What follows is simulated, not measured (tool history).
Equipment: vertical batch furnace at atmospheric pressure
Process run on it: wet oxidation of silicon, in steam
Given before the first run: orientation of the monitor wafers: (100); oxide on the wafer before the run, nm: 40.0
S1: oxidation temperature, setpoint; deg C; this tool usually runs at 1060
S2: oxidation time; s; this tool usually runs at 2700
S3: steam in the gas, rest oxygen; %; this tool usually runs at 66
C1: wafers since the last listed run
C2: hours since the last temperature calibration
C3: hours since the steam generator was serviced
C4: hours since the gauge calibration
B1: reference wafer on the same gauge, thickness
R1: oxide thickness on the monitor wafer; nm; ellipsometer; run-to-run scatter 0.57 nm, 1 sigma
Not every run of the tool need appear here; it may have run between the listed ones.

run     day    S1    S2  S3    C1      C2      C3     C4      B1      R1
  1   0.000  1060  2700  66     0  4406.3  1491.7  278.4  391.88  371.88
  2   1.217  1060  2700  66   520  4435.5  1520.9  307.6  391.95  372.20
  3   1.896  1060  2700  66   290  4451.8  1537.2  323.9  392.06  371.11
  4   3.204  1060  2700  66   559  4483.2  1568.6  355.3  392.01  371.54
  5   3.904  1060  2700  66   299  4500.0  1585.4  372.1  392.03  372.12
  6   4.950  1066  2700  66   447  4525.1  1610.5  397.2  392.04  383.99
  7   5.671  1066  2700  66   308  4542.4  1627.8  414.5  391.91  384.68
  8   6.742  1060  2700  66   458  4568.1  1653.5  440.2  391.96  371.85
  9   7.508  1079  2700  66   328  4586.5  1671.9  458.6  391.86  409.11
      9.850  -- thermocouples replaced and temperature profile calibrated
 10   9.871  1079  2700  66   583     0.5  1728.6  515.3  391.98  409.17
 11  10.021  1079  2700  66    64     4.1  1732.2  518.9  391.92  408.92
     11.833  -- steam generator serviced
 12  11.854  1060  2700  66   356    48.1     0.5  562.9  391.98  379.21
 13  12.208  1060  2220  66   151    56.6     9.0  571.4  391.92  335.72
 14  13.533  1068  2130  73   567    88.4    40.8  603.2  392.00  363.96
 15  14.433  1048  2700  66   385   110.0    62.4  624.8  392.19  354.10
 16  15.304  1039  3960  66   372   130.9    83.3  645.7  391.95  425.66
 17  15.950  1060  2700  66   276   146.4    98.8  661.2  392.02  377.55
     17.200  -- gauge calibrated
 18  19.138  1060  2700  66  1364   222.9   175.3   46.5  392.15  377.20
 19  19.683  1045  1350  73   233   236.0   188.4   59.6  391.98  240.51
 20  20.300  1068  3090  66   263   250.8   203.2   74.4  392.08  425.41
 21  21.471  1060  2700  66   501   278.9   231.3  102.5  392.14  376.36
 22  22.754  1072  2310  58   549   309.7   262.1  133.3  391.99  338.04
 23  23.421  1060  2700  66   285   325.7   278.1  149.3  391.95  375.59
 24  24.475  1060  2700  66   451   351.0   303.4  174.6  392.09  374.84
 25  25.354  1060  2700  57   376   372.1   324.5  195.7  392.03  343.42

Each row is a separate what-if for the run after 25, all from the same tool condition, not one after another. Results?
  A  25.504  1060  2700  66  64  375.7  328.1  199.3   ?   ?
  B  25.504  1060  3990  66  64  375.7  328.1  199.3   ?   ?
  C  25.504  1072  3600  66  64  375.7  328.1  199.3   ?   ?
  D  25.504  1060  2100  59  64  375.7  328.1  199.3   ?   ?

run      B1      R1
  A  391.87  375.02
  B  391.87  472.55
  C  391.87  471.75
  D  391.87  301.39
Take away the tool's hidden state, keep each run's random variation, and the runs would have read:
run      R1
  A  380.72
  B  479.60
  C  478.69
  D  306.03

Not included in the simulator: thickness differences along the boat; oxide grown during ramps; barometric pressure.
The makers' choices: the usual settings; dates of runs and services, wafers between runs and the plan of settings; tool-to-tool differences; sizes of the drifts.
